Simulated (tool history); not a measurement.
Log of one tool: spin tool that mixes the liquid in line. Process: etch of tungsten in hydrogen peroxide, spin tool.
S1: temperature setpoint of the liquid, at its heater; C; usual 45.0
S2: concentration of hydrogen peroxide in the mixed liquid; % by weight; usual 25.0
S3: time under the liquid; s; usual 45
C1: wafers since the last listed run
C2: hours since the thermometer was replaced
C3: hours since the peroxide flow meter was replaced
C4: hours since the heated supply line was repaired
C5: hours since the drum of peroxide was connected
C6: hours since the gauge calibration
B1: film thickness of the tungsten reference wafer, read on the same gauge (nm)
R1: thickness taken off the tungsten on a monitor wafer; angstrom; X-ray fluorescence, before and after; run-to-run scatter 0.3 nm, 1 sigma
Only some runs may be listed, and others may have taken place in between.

{"run": 1, "hour": 0.0, "S1": 45.0, "S2": 25.0, "S3": 45, "C1": 0, "C2": 395.5, "C3": 1975.5, "C4": 250.8, "C5": 65.1, "C6": 3778.0, "B1": 89.98, "R1": 349.9}
{"run": 2, "hour": 43.1, "S1": 51.5, "S2": 25.0, "S3": 45, "C1": 541, "C2": 438.6, "C3": 2018.6, "C4": 293.9, "C5": 108.2, "C6": 3821.1, "B1": 89.99, "R1": 522.3}
{"run": 3, "hour": 82.8, "S1": 45.0, "S2": 25.0, "S3": 45, "C1": 498, "C2": 478.3, "C3": 2058.3, "C4": 333.6, "C5": 147.9, "C6": 3860.8, "B1": 90.01, "R1": 349.3}
{"run": 4, "hour": 146.3, "S1": 54.5, "S2": 21.5, "S3": 30, "C1": 797, "C2": 541.8, "C3": 2121.8, "C4": 397.1, "C5": 211.4, "C6": 3924.3, "B1": 90.01, "R1": 388.2}
{"hour": 229.1, "done": "peroxide flow meter replaced"}
{"run": 5, "hour": 232.1, "S1": 45.0, "S2": 25.0, "S3": 55, "C1": 1064, "C2": 627.6, "C3": 3.0, "C4": 482.9, "C5": 297.2, "C6": 4010.1, "B1": 89.99, "R1": 429.4}
{"run": 6, "hour": 286.9, "S1": 45.0, "S2": 25.0, "S3": 45, "C1": 687, "C2": 682.4, "C3": 57.8, "C4": 537.7, "C5": 352.0, "C6": 4064.9, "B1": 89.99, "R1": 348.4}
{"run": 7, "hour": 360.7, "S1": 41.5, "S2": 30.0, "S3": 45, "C1": 926, "C2": 756.2, "C3": 131.6, "C4": 611.5, "C5": 425.8, "C6": 4138.7, "B1": 89.98, "R1": 299.6}
{"run": 8, "hour": 452.1, "S1": 37.0, "S2": 21.5, "S3": 70, "C1": 1147, "C2": 847.6, "C3": 223.0, "C4": 702.9, "C5": 517.2, "C6": 4230.1, "B1": 90.02, "R1": 300.5}
{"run": 9, "hour": 540.3, "S1": 45.0, "S2": 17.5, "S3": 45, "C1": 1107, "C2": 935.8, "C3": 311.2, "C4": 791.1, "C5": 605.4, "C6": 4318.3, "B1": 89.96, "R1": 290.3}
{"run": 10, "hour": 636.6, "S1": 39.5, "S2": 25.0, "S3": 55, "C1": 1208, "C2": 1032.1, "C3": 407.5, "C4": 887.4, "C5": 701.7, "C6": 4414.6, "B1": 90.01, "R1": 294.4}
{"run": 11, "hour": 680.7, "S1": 45.0, "S2": 25.0, "S3": 40, "C1": 553, "C2": 1076.2, "C3": 451.6, "C4": 931.5, "C5": 745.8, "C6": 4458.7, "B1": 89.97, "R1": 303.9}
{"hour": 917.8, "done": "gauge calibrated"}
{"run": 12, "hour": 923.6, "S1": 45.0, "S2": 25.0, "S3": 40, "C1": 3049, "C2": 1319.1, "C3": 694.5, "C4": 1174.4, "C5": 988.7, "C6": 5.8, "B1": 90.03, "R1": 304.4}
{"run": 13, "hour": 990.1, "S1": 45.0, "S2": 25.0, "S3": 45, "C1": 834, "C2": 1385.6, "C3": 761.0, "C4": 1240.9, "C5": 1055.2, "C6": 72.3, "B1": 90.01, "R1": 341.8}
{"hour": 1071.6, "done": "new drum of peroxide connected"}
{"run": 14, "hour": 1085.5, "S1": 51.5, "S2": 29.0, "S3": 35, "C1": 1184, "C2": 1481.0, "C3": 856.4, "C4": 1336.3, "C5": 13.9, "C6": 167.7, "B1": 90.02, "R1": 429.0}
{"run": 15, "hour": 1164.8, "S1": 35.0, "S2": 30.0, "S3": 20, "C1": 995, "C2": 1560.3, "C3": 935.7, "C4": 1415.6, "C5": 93.2, "C6": 247.0, "B1": 89.99, "R1": 85.7}
{"run": 16, "hour": 1414.9, "S1": 37.5, "S2": 30.0, "S3": 30, "C1": 3139, "C2": 1810.4, "C3": 1185.8, "C4": 1665.7, "C5": 343.3, "C6": 497.1, "B1": 90.02, "R1": 150.2}
{"run": 17, "hour": 1489.9, "S1": 45.0, "S2": 30.0, "S3": 20, "C1": 941, "C2": 1885.4, "C3": 1260.8, "C4": 1740.7, "C5": 418.3, "C6": 572.1, "B1": 90.01, "R1": 162.4}
{"run": 18, "hour": 1562.3, "S1": 49.0, "S2": 21.0, "S3": 45, "C1": 908, "C2": 1957.8, "C3": 1333.2, "C4": 1813.1, "C5": 490.7, "C6": 644.5, "B1": 90.03, "R1": 388.3}
{"hour": 1571.3, "done": "thermometer replaced"}
{"run": 19, "hour": 1669.2, "S1": 37.0, "S2": 21.0, "S3": 30, "C1": 1329, "C2": 97.9, "C3": 1440.1, "C4": 1920.0, "C5": 597.6, "C6": 751.4, "B1": 90.03, "R1": 120.2}
{"run": 20, "hour": 1743.5, "S1": 45.0, "S2": 25.0, "S3": 30, "C1": 932, "C2": 172.2, "C3": 1514.4, "C4": 1994.3, "C5": 671.9, "C6": 825.7, "B1": 90.0, "R1": 222.1}
{"run": 21, "hour": 1829.7, "S1": 47.5, "S2": 27.0, "S3": 35, "C1": 1082, "C2": 258.4, "C3": 1600.6, "C4": 2080.5, "C5": 758.1, "C6": 911.9, "B1": 90.01, "R1": 316.1}
{"run": 22, "hour": 1899.5, "S1": 45.0, "S2": 25.0, "S3": 45, "C1": 876, "C2": 328.2, "C3": 1670.4, "C4": 2150.3, "C5": 827.9, "C6": 981.7, "B1": 89.99, "R1": 334.7}
{"run": 23, "hour": 1990.6, "S1": 48.0, "S2": 29.0, "S3": 35, "C1": 1143, "C2": 419.3, "C3": 1761.5, "C4": 2241.4, "C5": 919.0, "C6": 1072.8, "B1": 89.98, "R1": 338.4}
{"run": 24, "hour": 2089.6, "S1": 37.5, "S2": 30.0, "S3": 20, "C1": 1242, "C2": 518.3, "C3": 1860.5, "C4": 2340.4, "C5": 1018.0, "C6": 1171.8, "B1": 90.01, "R1": 98.3}
{"run": 25, "hour": 2234.3, "S1": 37.5, "S2": 27.0, "S3": 70, "C1": 1816, "C2": 663.0, "C3": 2005.2, "C4": 2485.1, "C5": 1162.7, "C6": 1316.5, "B1": 90.02, "R1": 323.1}

Hidden state or all else? Some run-to-run changes of R1, split into what the settings, what came in and random variation would give without the hidden state, and what is left for the hidden state (with any gauge scatter that isn't in both results):
The hidden state here: liquid hotter than its thermometer reads (K); peroxide flow below the setpoint (%); temperature lost on the way to the wafer (K); peroxide weaker than its label (%); gauge reads high (%).
Run 14 -> 15: S1 51.5 -> 35.0, S2 29.0 -> 30.0, S3 35 -> 20. R1 -343.3 angstrom: hidden state +14.7, all else -358.0.
Run 18 -> 19: S1 49.0 -> 37.0, S3 45 -> 30, thermometer replaced. R1 -268.1 angstrom: hidden state +15.1, all else -283.2.
Run 23 -> 24: S1 48.0 -> 37.5, S2 29.0 -> 30.0, S3 35 -> 20. R1 -240.1 angstrom: hidden state +17.3, all else -257.4.
Run 24 -> 25: S2 30.0 -> 27.0, S3 20 -> 70. R1 +224.8 angstrom: hidden state -21.0, all else +245.8.
